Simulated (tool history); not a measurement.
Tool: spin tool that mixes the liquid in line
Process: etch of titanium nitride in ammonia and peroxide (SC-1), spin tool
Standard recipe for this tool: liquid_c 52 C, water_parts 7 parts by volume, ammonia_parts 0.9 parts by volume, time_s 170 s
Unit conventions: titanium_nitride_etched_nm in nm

run,hour,liquid_c,water_parts,ammonia_parts,time_s,wafers since the last listed run,hours since the thermometer was replaced,hours since the ammonia flow meter was replaced,hours since the heated supply line was repaired,hours since the drum of ammonia solution was connected,hours since the gauge calibration,"read-back film thickness of the titanium nitride reference wafer, read on the same gauge (nm)",titanium_nitride_etched_nm
1,0,60.5,7,1.15,170,0,1945.6,186.3,2616,850.5,767.1,120.02,49.4
# hour 31: thermometer replaced
2,31.5,52,7,0.9,170,134,0.5,217.8,2647.5,882,798.6,120,26.72
3,50.2,48.5,5,1.2,130,82,19.2,236.5,2666.2,900.7,817.3,120.04,19.65
4,73.4,54.5,5,0.9,170,102,42.4,259.7,2689.4,923.9,840.5,119.99,37.53
5,86.6,52,5,0.9,270,58,55.6,272.9,2702.6,937.1,853.7,120.03,49.79
6,112.6,58,5,0.5,245,114,81.6,298.9,2728.6,963.1,879.7,120,62.72
7,126.1,57,7,0.9,170,59,95.1,312.4,2742.1,976.6,893.2,119.99,37.59
8,143.6,58,10,0.65,230,77,112.6,329.9,2759.6,994.1,910.7,119.99,43.22
9,161.5,52,7,0.9,70,78,130.5,347.8,2777.5,1012,928.6,119.97,11.04
10,208.3,43,7,0.9,170,206,177.3,394.6,2824.3,1058.8,975.4,120.02,14.27
# hour 243.4: new drum of ammonia solution connected
11,244.1,52,5,0.9,240,153,213.1,430.4,2860.1,0.7,1011.2,119.98,45.23
12,263.4,58,7,0.9,170,85,232.4,449.7,2879.4,20,1030.5,120,41.19
# hour 281.1: gauge calibrated
13,298.7,52,6,0.9,170,155,267.7,485,2914.7,55.3,17.6,119.98,29.53
# hour 304.3: heated supply line repaired
14,323.4,60.5,5,1.2,75,104,292.4,509.7,19.1,80,42.3,120.02,25.71
15,353.3,47,7,0.75,95,131,322.3,539.6,49,109.9,72.2,120.03,10.57
16,384.9,60.5,7,1.15,170,139,353.9,571.2,80.6,141.5,103.8,120,50.54
17,407,52,10,1.2,120,97,376,593.3,102.7,163.6,125.9,119.98,17.04
18,434.4,52,5.5,0.65,70,120,403.4,620.7,130.1,191,153.3,120.01,12.05
19,459.8,42,8.5,1.05,240,112,428.8,646.1,155.5,216.4,178.7,120.04,17.69
20,473.7,52,7,0.9,110,61,442.7,660,169.4,230.3,192.6,119.99,17.78
21,490.6,61.5,5,0.65,105,74,459.6,676.9,186.3,247.2,209.5,120.03,35.75
22,521.8,52,7,0.9,170,137,490.8,708.1,217.5,278.4,240.7,119.99,27.31
23,552.2,56.5,7,0.9,170,134,521.2,738.5,247.9,308.8,271.1,120.01,36.96
24,582.4,52,8.5,0.7,170,133,551.4,768.7,278.1,339,301.3,120.01,23.9

What the log doesn't show, run by run:
liquid colder than its thermometer reads (K): 0 across all the runs
ammonia flow above the setpoint (%): 0 across all the runs
temperature lost on the way to the wafer (K): 0 across all the runs
gauge reads high (%): 0 across all the runs
H1: ammonia solution weaker than its label (%)
run,H1
1,14
2,14.4
3,14.6
4,14.8
5,15
6,15.3
7,15.5
8,15.7
9,15.9
10,16.4
11,1.4
12,1.62
13,2.03
14,2.32
15,2.66
16,3.03
17,3.29
18,3.6
19,3.9
20,4.06
21,4.25
22,4.61
23,4.97
24,5.31
